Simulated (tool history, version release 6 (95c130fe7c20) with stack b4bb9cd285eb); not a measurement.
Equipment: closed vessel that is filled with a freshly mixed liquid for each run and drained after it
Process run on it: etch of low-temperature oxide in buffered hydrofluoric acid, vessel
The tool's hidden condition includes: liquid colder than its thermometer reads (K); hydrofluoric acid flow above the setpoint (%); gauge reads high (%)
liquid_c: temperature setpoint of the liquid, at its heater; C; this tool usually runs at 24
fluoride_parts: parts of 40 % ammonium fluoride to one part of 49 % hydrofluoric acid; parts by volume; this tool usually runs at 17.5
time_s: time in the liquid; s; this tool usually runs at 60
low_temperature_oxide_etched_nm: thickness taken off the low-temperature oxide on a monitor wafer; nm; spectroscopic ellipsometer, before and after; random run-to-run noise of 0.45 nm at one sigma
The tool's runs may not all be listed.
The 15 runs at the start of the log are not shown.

run,hour,liquid_c,fluoride_parts,time_s,wafers since the last listed run,hours since the thermometer was replaced,hours since the hydrofluoric acid flow meter was replaced,hours since the gauge calibration,"read-back film thickness of the low-temperature oxide reference wafer, read on the same gauge (nm)",low_temperature_oxide_etched_nm
16,1309.2,24,17.5,60,6550,1168.7,1790.4,2148.4,80.02,85.08
17,1477,22.5,20,60,19735,1336.5,1958.2,2316.2,79.97,68.55
18,1548.6,24,17.5,80,8420,1408.1,2029.8,2387.8,80.01,113.41
19,1634.2,25.5,13.5,50,10067,1493.7,2115.4,2473.4,80.01,98.12
20,1676.2,24,17.5,30,4939,1535.7,2157.4,2515.4,80.02,43.05
21,1783.3,28,23.5,60,12596,1642.8,2264.5,2622.5,80.04,81.86
# hour 1804.2: hydrofluoric acid flow meter replaced
22,1866.9,24,17.5,60,9714,1726.4,62.7,2706.1,79.98,80.82
23,1913.5,22.5,20,60,5480,1773,109.3,2752.7,79.98,65.61
# hour 2045.9: gauge calibrated
24,2054.1,25.5,17.5,30,16536,1913.6,249.9,8.2,80.04,43.83
# hour 2117: thermometer replaced
25,2150.7,27,11,60,11243,33.7,346.5,104.8,80.03,151.02
26,2212.6,20,13,70,7280,95.6,408.4,166.7,80,101.55
27,2283.7,26.5,17.5,60,8362,166.7,479.5,237.8,80.01,93.58
28,2348.9,24,12,60,7668,231.9,544.7,303,80.01,118.85
29,2441.8,25.5,20.5,60,10926,324.8,637.6,395.9,79.99,75.77
30,2531.9,28.5,24.5,70,10596,414.9,727.7,486,79.98,91.92
31,2596.5,20,17.5,75,7597,479.5,792.3,550.6,79.99,82.31
32,2691.6,24,17.5,60,11184,574.6,887.4,645.7,79.99,81.86

Consider 4 possible next runs. They are alternatives, not a sequence: every one starts from the tool as it was left by run 32. What does each give?
A,2692.3,24,17.5,60,82,575.3,888.1,646.4,?,?
B,2692.3,25.5,24,30,82,575.3,888.1,646.4,?,?
C,2692.3,24,22.5,60,82,575.3,888.1,646.4,?,?
D,2692.3,24,15.5,80,82,575.3,888.1,646.4,?,?

run,"read-back film thickness of the low-temperature oxide reference wafer, read on the same gauge (nm)",low_temperature_oxide_etched_nm
A,80.01,82.52
B,80.01,34.27
C,80.01,66.02
D,80.01,123.97
With no hidden state in the tool, these same runs would have given:
run,low_temperature_oxide_etched_nm
A,79.72
B,33.45
C,64.44
D,119.77
